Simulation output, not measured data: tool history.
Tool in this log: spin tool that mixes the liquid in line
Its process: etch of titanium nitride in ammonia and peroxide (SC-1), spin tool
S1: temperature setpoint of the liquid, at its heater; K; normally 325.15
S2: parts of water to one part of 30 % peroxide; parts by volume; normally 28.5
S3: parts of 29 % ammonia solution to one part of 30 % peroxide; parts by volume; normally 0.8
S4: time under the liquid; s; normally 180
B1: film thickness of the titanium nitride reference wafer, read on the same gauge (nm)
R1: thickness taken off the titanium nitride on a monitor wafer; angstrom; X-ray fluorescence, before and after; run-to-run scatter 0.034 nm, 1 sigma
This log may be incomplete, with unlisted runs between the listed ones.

Run 1, hour 0: usual settings; B1 49.993. Result: R1 50.55 angstrom.
Run 2, hour 96.3: usual settings but S3 1.1 parts by volume; B1 49.978. Result: R1 53.89 angstrom.
At hour 148.3: gauge calibrated.
At hour 174.1: thermometer replaced.
Run 3, hour 179.3: usual settings but S1 332.65 K, S2 20 parts by volume; B1 50.003. Result: R1 101.32 angstrom.
Run 4, hour 283.4: usual settings but S1 332.65 K, S2 20 parts by volume; B1 50.012. Result: R1 102.91 angstrom.
At hour 291.8: new drum of ammonia solution connected.
Run 5, hour 373.9: usual settings but S2 31.5 parts by volume; B1 49.998. Result: R1 47.29 angstrom.
Run 6, hour 448.8: usual settings but S2 21.5 parts by volume; B1 50.011. Result: R1 59.1 angstrom.
Run 7, hour 509.7: usual settings but S4 210 s; B1 50.009. Result: R1 57.85 angstrom.
At hour 589.1: ammonia flow meter replaced.
Run 8, hour 603.6: usual settings; B1 49.993. Result: R1 49.85 angstrom.
Run 9, hour 657: usual settings but S1 320.15 K, S3 0.4 parts by volume; B1 49.987. Result: R1 31.08 angstrom.
Run 10, hour 698: usual settings; B1 50.009. Result: R1 49.92 angstrom.
Run 11, hour 752.8: usual settings but S2 33.5 parts by volume; B1 49.992. Result: R1 45.63 angstrom.
Run 12, hour 844.9: usual settings but S2 19 parts by volume; B1 49.983. Result: R1 61.94 angstrom.
Run 13, hour 903.6: usual settings but S1 334.65 K, S4 145 s; B1 50.004. Result: R1 74.18 angstrom.
At hour 946.5: heated supply line repaired.
Run 14, hour 1204.7: usual settings but S1 322.15 K, S2 23 parts by volume, S3 0.6 parts by volume; B1 49.973. Result: R1 44.29 angstrom.
Run 15, hour 1299.1: usual settings but S2 39 parts by volume, S4 265 s; B1 50.022. Result: R1 62.92 angstrom.
Run 16, hour 1358.1: usual settings; B1 49.998. Result: R1 51.27 angstrom.
At hour 1359.2: new drum of ammonia solution connected.
Run 17, hour 1405.1: usual settings but S1 329.15 K, S3 1.1 parts by volume; B1 50.01. Result: R1 70.71 angstrom.
At hour 1469.4: ammonia flow meter replaced.
Run 18, hour 1476.8: usual settings but S4 280 s; B1 50.003. Result: R1 78.98 angstrom.
Run 19, hour 1571.1: usual settings but S1 316.15 K, S2 17.5 parts by volume, S3 1.1 parts by volume, S4 110 s; B1 49.996. Result: R1 22.48 angstrom.
Run 20, hour 1673.9: usual settings; B1 50.014. Result: R1 49.98 angstrom.
Run 21, hour 1766.7: usual settings but S1 330.65 K, S2 19.5 parts by volume, S3 0.5 parts by volume; B1 49.994. Result: R1 83.15 angstrom.
Run 22, hour 1871.7: usual settings; B1 50.014. Result: R1 49.89 angstrom.
At hour 1966.3: gauge calibrated.
Run 23, hour 2147.6: usual settings but S1 334.65 K; B1 50.024. Result: R1 94.62 angstrom.

Predict each of these 5 candidate next runs independently; none follows another, all start after run 23:
Run A, hour 2148.1: usual settings; B1 ?. Result: R1 ?.
Run B, hour 2148.1: usual settings but S3 1.05 parts by volume; B1 ?. Result: R1 ?.
Run C, hour 2148.1: usual settings but S3 1 parts by volume; B1 ?. Result: R1 ?.
Run D, hour 2148.1: usual settings but S1 327.65 K, S2 38.5 parts by volume, S3 0.95 parts by volume, S4 85 s; B1 ?. Result: R1 ?.
Run E, hour 2148.1: usual settings but S1 319.65 K, S2 20 parts by volume, S3 1.05 parts by volume, S4 220 s; B1 ?. Result: R1 ?.

run      B1     R1
  A  50.016  49.41
  B  50.016  51.92
  C  50.016  51.46
  D  50.016   24.1
  E  50.016  52.44
Without the tool's unlogged condition, the same runs would have read:
run     R1
  A  51.32
  B  53.92
  C  53.45
  D  25.02
  E  54.53

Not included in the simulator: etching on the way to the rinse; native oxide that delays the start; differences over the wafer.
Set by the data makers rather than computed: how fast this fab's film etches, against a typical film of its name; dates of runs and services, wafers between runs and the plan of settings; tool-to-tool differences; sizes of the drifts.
